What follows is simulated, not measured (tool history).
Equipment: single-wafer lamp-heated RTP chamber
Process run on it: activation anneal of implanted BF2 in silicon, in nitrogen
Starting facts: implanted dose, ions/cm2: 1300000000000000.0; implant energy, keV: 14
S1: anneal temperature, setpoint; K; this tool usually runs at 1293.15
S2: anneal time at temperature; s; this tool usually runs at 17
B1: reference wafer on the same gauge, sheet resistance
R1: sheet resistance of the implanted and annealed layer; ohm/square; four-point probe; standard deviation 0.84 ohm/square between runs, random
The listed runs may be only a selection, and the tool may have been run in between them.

run     day       S1  S2      B1      R1
  1       0  1273.15  10  205.42  228.59
      3.604  -- reflector plate cleaned
  2   4.379  1273.15  10  204.78   236.7
      6.629  -- pyrometer window cleaned and pyrometer calibrated
  3    6.65  1293.15  10  205.27  203.83
  4   9.071  1293.15  10  205.03  201.91
  5  12.917  1284.15  14  205.05  200.35
     15.662  -- gauge calibrated
     16.275  -- pyrometer window cleaned and pyrometer calibrated
  6  16.296  1284.15  14  204.91  198.66
  7  18.946  1283.15  17  204.78  190.27
  8  22.683  1283.15  17  204.83  189.69
     23.862  -- reflector plate cleaned
  9  24.812  1283.15  17  205.01  180.39
     27.075  -- pyrometer window cleaned and pyrometer calibrated
 10  27.996  1272.15  17  204.74  197.56
 11    29.8  1283.15  17  204.88  180.73
 12  32.283  1316.15   8  205.29  162.81
 13  34.092  1293.15  12  204.92  180.69
     35.604  -- pyrometer window cleaned and pyrometer calibrated
     35.704  -- reflector plate cleaned, repeated, since the last time left the tool worse
 14  36.925  1293.15  17  204.87  178.93
 15  41.046  1310.15   8   204.7  183.15
 16  44.854  1293.15  17  204.92  180.13
     45.975  -- pyrometer window cleaned and pyrometer calibrated
 17  47.108  1293.15  17  205.47  177.34
 18  48.783  1265.15  23  204.86  212.85

How would selected steps in R1 from run to run divide? Give the signed amount a tool lacking its hidden state would still show from settings, what came in and random variation, and the signed amount left for the hidden state, including any gauge scatter that is not in both of the compared results.
What the log doesn't record here: true wafer temperature minus pyrometer reading, K; wafer temperature error from the tarnished reflector plate, K; gauge reads high (%).
Run 13 -> 14: S2 12 -> 17, pyrometer window cleaned and pyrometer calibrated, reflector plate cleaned, repeated, since the last time left the tool worse. R1 -1.76 ohm/square: hidden state +15.8, all else -17.56.
Run 17 -> 18: S1 1293.15 -> 1265.15, S2 17 -> 23. R1 +35.51 ohm/square: hidden state -1.92, all else +37.43.
